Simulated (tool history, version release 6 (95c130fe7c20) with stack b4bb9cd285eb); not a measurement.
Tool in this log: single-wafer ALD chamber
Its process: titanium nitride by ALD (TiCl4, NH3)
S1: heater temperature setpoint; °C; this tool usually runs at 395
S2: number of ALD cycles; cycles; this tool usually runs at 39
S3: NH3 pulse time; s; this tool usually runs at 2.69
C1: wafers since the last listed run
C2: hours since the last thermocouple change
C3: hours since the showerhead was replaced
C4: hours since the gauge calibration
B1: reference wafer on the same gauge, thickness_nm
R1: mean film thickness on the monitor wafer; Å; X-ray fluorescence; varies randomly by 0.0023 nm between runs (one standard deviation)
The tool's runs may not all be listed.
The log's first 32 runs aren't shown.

Run 33, day 76.338: usual settings but S2 31 cycles, S3 2.04 s; C1 251; C2 1073.8; C3 55.5; C4 924.7; B1 0.864. Result: R1 7.25 Å.
Run 34, day 78.550: usual settings; C1 242; C2 1126.9; C3 108.6; C4 977.8; B1 0.864. Result: R1 9.35 Å.
Run 35, day 80.554: usual settings; C1 219; C2 1175.0; C3 156.7; C4 1025.9; B1 0.864. Result: R1 9.30 Å.
Run 36, day 83.454: usual settings but S1 390 °C, S2 47 cycles, S3 1.66 s; C1 317; C2 1244.6; C3 226.3; C4 1095.5; B1 0.865. Result: R1 10.66 Å.
Run 37, day 86.008: usual settings; C1 279; C2 1305.9; C3 287.6; C4 1156.8; B1 0.865. Result: R1 9.32 Å.
Run 38, day 88.646: usual settings but S1 400 °C, S2 36 cycles; C1 288; C2 1369.2; C3 350.9; C4 1220.1; B1 0.867. Result: R1 8.65 Å.
Run 39, day 91.383: usual settings; C1 299; C2 1434.9; C3 416.6; C4 1285.8; B1 0.867. Result: R1 9.32 Å.
Run 40, day 93.717: usual settings; C1 255; C2 1490.9; C3 472.6; C4 1341.8; B1 0.866. Result: R1 9.31 Å.
Run 41, day 95.875: usual settings but S1 405 °C, S3 1.79 s; C1 236; C2 1542.7; C3 524.4; C4 1393.6; B1 0.866. Result: R1 9.07 Å.

What if the next run were any one of these 3? Each begins from the tool's condition after run 41:
Run A, day 95.896: usual settings but S1 387 °C; C1 2; C2 1543.2; C3 524.9; C4 1394.1; B1 ?. Result: R1 ?.
Run B, day 95.896: usual settings but S1 400 °C, S2 43 cycles, S3 2.38 s; C1 2; C2 1543.2; C3 524.9; C4 1394.1; B1 ?. Result: R1 ?.
Run C, day 95.896: usual settings but S1 400 °C, S2 45 cycles, S3 3.69 s; C1 2; C2 1543.2; C3 524.9; C4 1394.1; B1 ?. Result: R1 ?.

run     B1     R1
  A  0.865   9.26
  B  0.865  10.22
  C  0.865  10.92
Without the tool's hidden state the same runs would have given:
run     R1
  A   9.05
  B   9.98
  C  10.67
